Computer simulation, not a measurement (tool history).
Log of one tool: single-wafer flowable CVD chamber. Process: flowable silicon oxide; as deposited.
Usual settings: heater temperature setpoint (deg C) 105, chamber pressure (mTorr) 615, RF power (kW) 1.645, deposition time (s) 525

run,hour,heater temperature setpoint (deg C),chamber pressure (mTorr),RF power (kW),deposition time (s),wafers since the last listed run,hours since the last thermocouple change,hours since the last RF generator calibration,hours since the last manometer calibration,hours since the showerhead was replaced,hours since the gauge calibration,"read-back reference wafer on the same gauge, thickness_nm",mean film thickness on the monitor wafer (Å)
1,0.0,101,615,1.645,525,0,1204.4,1159.9,1407.4,7108.0,400.6,184.900,2078.76
2,16.6,110,615,1.645,525,62,1221.0,1176.5,1424.0,7124.6,417.2,184.868,1598.90
3,62.7,105,615,1.645,525,173,1267.1,1222.6,1470.1,7170.7,463.3,184.860,1855.24
4,73.9,105,615,1.645,525,42,1278.3,1233.8,1481.3,7181.9,474.5,184.995,1846.18
5,89.5,105,615,1.800,525,58,1293.9,1249.4,1496.9,7197.5,490.1,184.927,1928.28
6,98.9,105,615,1.800,525,35,1303.3,1258.8,1506.3,7206.9,499.5,184.943,1914.37
# hour 119.9: capacitance manometer re-zeroed and calibrated
7,131.1,105,615,1.645,525,91,1335.5,1291.0,11.2,7239.1,531.7,185.076,1755.72
8,145.8,105,615,1.645,525,55,1350.2,1305.7,25.9,7253.8,546.4,185.071,1753.56
9,160.5,115,615,1.645,525,55,1364.9,1320.4,40.6,7268.5,561.1,184.908,1315.16
10,177.3,118,731,1.645,558,63,1381.7,1337.2,57.4,7285.3,577.9,185.023,1540.14
11,188.2,105,656,1.645,596,41,1392.6,1348.1,68.3,7296.2,588.8,184.921,2115.47
12,199.3,105,615,1.645,525,41,1403.7,1359.2,79.4,7307.3,599.9,185.224,1758.05
13,207.8,105,487,1.455,525,32,1412.2,1367.7,87.9,7315.8,608.4,184.989,1296.29
14,224.0,112,526,1.645,525,61,1428.4,1383.9,104.1,7332.0,624.6,184.993,1231.87
15,235.2,105,615,1.645,525,42,1439.6,1395.1,115.3,7343.2,635.8,185.225,1762.00
# hour 235.9: gauge calibrated
16,245.2,105,615,1.645,525,37,1449.6,1405.1,125.3,7353.2,9.3,184.986,1753.82
17,255.4,109,615,1.925,574,38,1459.8,1415.3,135.5,7363.4,19.5,185.032,1828.60
18,271.7,91,666,1.645,525,61,1476.1,1431.6,151.8,7379.7,35.8,184.888,2853.91
# hour 287.8: thermocouple changed; heater temperature recalibrated
# hour 291.6: showerhead replaced
19,292.1,105,615,1.645,525,32,4.3,1452.0,172.2,0.5,56.2,185.168,1758.88
# hour 307.6: RF generator calibrated
20,308.1,97,701,1.645,525,30,20.3,0.5,188.2,16.5,72.2,184.959,2528.92
21,315.8,92,540,1.510,453,29,28.0,8.2,195.9,24.2,79.9,184.867,1864.64
22,329.8,105,615,1.645,470,52,42.0,22.2,209.9,38.2,93.9,185.004,1588.67
23,345.1,105,519,1.645,525,57,57.3,37.5,225.2,53.5,109.2,184.996,1498.17
24,374.4,105,615,1.480,525,110,86.6,66.8,254.5,82.8,138.5,185.079,1660.60
25,384.1,114,615,1.645,525,36,96.3,76.5,264.2,92.5,148.2,184.882,1365.54
26,391.5,105,750,1.645,525,27,103.7,83.9,271.6,99.9,155.6,185.069,2141.89
27,398.8,118,731,1.645,558,27,111.0,91.2,278.9,107.2,162.9,184.934,1555.24
28,415.2,105,668,1.535,525,61,127.4,107.6,295.3,123.6,179.3,185.095,1842.77
29,426.3,94,615,1.645,600,41,138.5,118.7,306.4,134.7,190.4,184.943,2786.59

Exercise: give the hidden state of the tool at every run:
wafer temperature above the value expected at the setpoint (K): 0 on each run
delivered RF power above the setpoint (%): 0 on each run
gauge reads high (%): 0 on each run
H1: true pressure above the setpoint (%)
run,H1
1,4.79
2,4.86
3,5.04
4,5.08
5,5.14
6,5.18
7,-0.721
8,-0.664
9,-0.607
10,-0.541
11,-0.499
12,-0.455
13,-0.422
14,-0.359
15,-0.315
16,-0.276
17,-0.237
18,-0.173
19,-0.0934
20,-0.031
21,-0.000995
22,0.0536
23,0.113
24,0.228
25,0.265
26,0.294
27,0.323
28,0.387
29,0.43
